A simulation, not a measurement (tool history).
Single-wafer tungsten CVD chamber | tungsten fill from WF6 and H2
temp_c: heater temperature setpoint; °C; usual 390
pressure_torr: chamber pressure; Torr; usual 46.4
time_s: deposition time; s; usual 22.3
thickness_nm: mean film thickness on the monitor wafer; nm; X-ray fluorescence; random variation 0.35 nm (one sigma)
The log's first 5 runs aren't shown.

| run | hour | temp_c | pressure_torr | time_s | wafers since the last listed run | hours since the last thermocouple change | hours since the last manometer calibration | hours since the showerhead was replaced | hours since the gauge calibration | read-back reference wafer on the same gauge, thickness_nm | thickness_nm |
|---|---|---|---|---|---|---|---|---|---|---|---|
| 6 | 65.8 | 390 | 46.4 | 21 | 270 | 2374.5 | 2440.8 | 8384.3 | 234.6 | 76.713 | 58.718 |
| 7 | 75.4 | 390 | 46.4 | 21 | 218 | 2384.1 | 2450.4 | 8393.9 | 244.2 | 76.84 | 58.322 |
| 8 | 83.8 | 390 | 46.4 | 22.3 | 191 | 2392.5 | 2458.8 | 8402.3 | 252.6 | 76.774 | 61.98 |
| 9 | 120 | 390 | 46.4 | 22.3 | 824 | 2428.7 | 2495 | 8438.5 | 288.8 | 76.787 | 61.442 |
| 10 | 128.9 | 390 | 46.4 | 22.3 | 202 | 2437.6 | 2503.9 | 8447.4 | 297.7 | 76.806 | 61.821 |
| 11 | 144.6 | 390 | 46.4 | 22.3 | 357 | 2453.3 | 2519.6 | 8463.1 | 313.4 | 76.787 | 61.523 |
| 12 | 154.1 | 390 | 53.2 | 22.3 | 216 | 2462.8 | 2529.1 | 8472.6 | 322.9 | 76.775 | 67.141 |
| 13 | 169.2 | 398 | 55.7 | 22.3 | 343 | 2477.9 | 2544.2 | 8487.7 | 338 | 76.819 | 80.719 |
|  | 192.4 | thermocouple changed; heater temperature recalibrated |
| 14 | 192.9 | 390 | 36.5 | 22.3 | 357 | 0.5 | 2567.9 | 8511.4 | 361.7 | 76.792 | 59.943 |
| 15 | 203.2 | 390 | 46.4 | 22.3 | 234 | 10.8 | 2578.2 | 8521.7 | 372 | 76.837 | 69.443 |
| 16 | 219.3 | 385 | 38.4 | 20.5 | 366 | 26.9 | 2594.3 | 8537.8 | 388.1 | 76.82 | 50.844 |
| 17 | 227.5 | 390 | 37.9 | 18.6 | 186 | 35.1 | 2602.5 | 8546 | 396.3 | 76.787 | 51.236 |
| 18 | 239.6 | 390 | 40.9 | 22.3 | 275 | 47.2 | 2614.6 | 8558.1 | 408.4 | 76.769 | 63.528 |
| 19 | 249.4 | 390 | 46.4 | 22.3 | 223 | 57 | 2624.4 | 8567.9 | 418.2 | 76.748 | 68.909 |
|  | 260.4 | showerhead replaced |
| 20 | 262.5 | 401 | 46.4 | 18.8 | 116 | 70.1 | 2637.5 | 2.1 | 431.3 | 76.731 | 71.75 |
| 21 | 275.5 | 399 | 57.8 | 25.9 | 295 | 83.1 | 2650.5 | 15.1 | 444.3 | 76.787 | 107.117 |
|  | 287.1 | gauge calibrated |
| 22 | 304.5 | 402 | 37.4 | 25.6 | 660 | 112.1 | 2679.5 | 44.1 | 17.4 | 76.77 | 88.313 |
| 23 | 311.6 | 379 | 42.4 | 19.4 | 161 | 119.2 | 2686.6 | 51.2 | 24.5 | 76.86 | 44.892 |
| 24 | 328.7 | 401 | 42.8 | 20.7 | 389 | 136.3 | 2703.7 | 68.3 | 41.6 | 76.803 | 75.512 |
| 25 | 336.8 | 390 | 46.4 | 22.3 | 184 | 144.4 | 2711.8 | 76.4 | 49.7 | 76.815 | 68.486 |
| 26 | 350.5 | 381 | 49.7 | 24.1 | 311 | 158.1 | 2725.5 | 90.1 | 63.4 | 76.771 | 63.985 |
|  | 364.4 | capacitance manometer re-zeroed and calibrated |
| 27 | 401.1 | 377 | 41.5 | 25.1 | 969 | 208.7 | 36.7 | 140.7 | 114 | 76.763 | 54.38 |
| 28 | 417.9 | 377 | 35.7 | 20.5 | 382 | 225.5 | 53.5 | 157.5 | 130.8 | 76.809 | 40.809 |

Run 29 comes next. What will it give?
| 29 | 431.5 | 390 | 46.4 | 22.3 | 309 | 239.1 | 67.1 | 171.1 | 144.4 | ? | ? |

Run 29 gave read-back reference wafer on the same gauge, thickness_nm 76.806, thickness_nm 68.95 nm.
Without the tool's hidden state the same run would have given thickness_nm 69.066 nm.
